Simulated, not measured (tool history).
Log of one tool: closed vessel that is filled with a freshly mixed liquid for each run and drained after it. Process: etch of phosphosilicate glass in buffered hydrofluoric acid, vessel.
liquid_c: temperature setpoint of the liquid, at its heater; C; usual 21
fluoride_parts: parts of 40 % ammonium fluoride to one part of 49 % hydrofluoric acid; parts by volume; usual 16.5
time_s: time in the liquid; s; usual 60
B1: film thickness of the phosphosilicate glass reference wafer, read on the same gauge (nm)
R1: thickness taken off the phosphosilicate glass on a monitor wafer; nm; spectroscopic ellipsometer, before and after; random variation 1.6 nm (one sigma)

Run 1, hour 0: usual settings; B1 110.02. Result: R1 279.05 nm.
At hour 5: gauge calibrated.
Run 2, hour 104.9: usual settings; B1 110. Result: R1 277.64 nm.
Run 3, hour 151.6: usual settings; B1 109.96. Result: R1 280.54 nm.
Run 4, hour 190.7: usual settings; B1 109.98. Result: R1 279.31 nm.
Run 5, hour 275.6: usual settings; B1 110. Result: R1 280.81 nm.
Run 6, hour 381.8: usual settings; B1 109.96. Result: R1 284.72 nm.
Run 7, hour 476.7: usual settings; B1 109.99. Result: R1 288.88 nm.
Run 8, hour 537.5: usual settings; B1 110.01. Result: R1 288.02 nm.
At hour 571.2: thermometer replaced.
Run 9, hour 587.4: usual settings; B1 109.97. Result: R1 291.97 nm.
Run 10, hour 636.6: usual settings but liquid_c 19.5 C; B1 110.02. Result: R1 265.73 nm.
Run 11, hour 689.1: usual settings; B1 110.03. Result: R1 292.66 nm.
Run 12, hour 760.4: usual settings but liquid_c 26 C, time_s 70 s; B1 110.04. Result: R1 444.89 nm.
At hour 762.6: hydrofluoric acid flow meter replaced.
Run 13, hour 830.5: usual settings but liquid_c 25.5 C; B1 109.98. Result: R1 395.99 nm.
Run 14, hour 893.6: usual settings but liquid_c 25 C, fluoride_parts 14 parts by volume, time_s 35 s; B1 109.95. Result: R1 260.66 nm.
At hour 919.4: gauge calibrated.
Run 15, hour 929.8: usual settings; B1 110.02. Result: R1 310.09 nm.
At hour 981.6: hydrofluoric acid flow meter replaced, repeated, since the last time left the tool worse.
Run 16, hour 1016.5: usual settings but time_s 85 s; B1 110. Result: R1 387.99 nm.
Run 17, hour 1106.8: usual settings but liquid_c 24.5 C, time_s 30 s; B1 109.98. Result: R1 166.32 nm.
Run 18, hour 1152.6: usual settings but time_s 30 s; B1 109.99. Result: R1 136.94 nm.
Run 19, hour 1201.4: usual settings; B1 110.02. Result: R1 272.91 nm.
Run 20, hour 1244.1: usual settings but liquid_c 23.5 C, fluoride_parts 10 parts by volume, time_s 75 s; B1 110.03. Result: R1 650.94 nm.
Run 21, hour 1302.6: usual settings but time_s 35 s; B1 110.01. Result: R1 162.25 nm.

Forecast each of these 5 alternatives for the next run:
Run A, hour 1303.3: usual settings; B1 ?. Result: R1 ?.
Run B, hour 1303.3: usual settings but fluoride_parts 20 parts by volume, time_s 30 s; B1 ?. Result: R1 ?.
Run C, hour 1303.3: usual settings but liquid_c 18 C, fluoride_parts 11 parts by volume, time_s 80 s; B1 ?. Result: R1 ?.
Run D, hour 1303.3: usual settings but liquid_c 23 C, fluoride_parts 11 parts by volume, time_s 85 s; B1 ?. Result: R1 ?.
Run E, hour 1303.3: usual settings but liquid_c 22.5 C, fluoride_parts 20.5 parts by volume, time_s 70 s; B1 ?. Result: R1 ?.

run      B1      R1
  A  110.03  280.26
  B  110.03  115.91
  C  110.03  469.77
  D  110.03   659.8
  E  110.03  286.87
Without the tool's hidden state the same runs would have given:
run      R1
  A  272.13
  B  112.54
  C  456.26
  D  640.85
  E  280.59
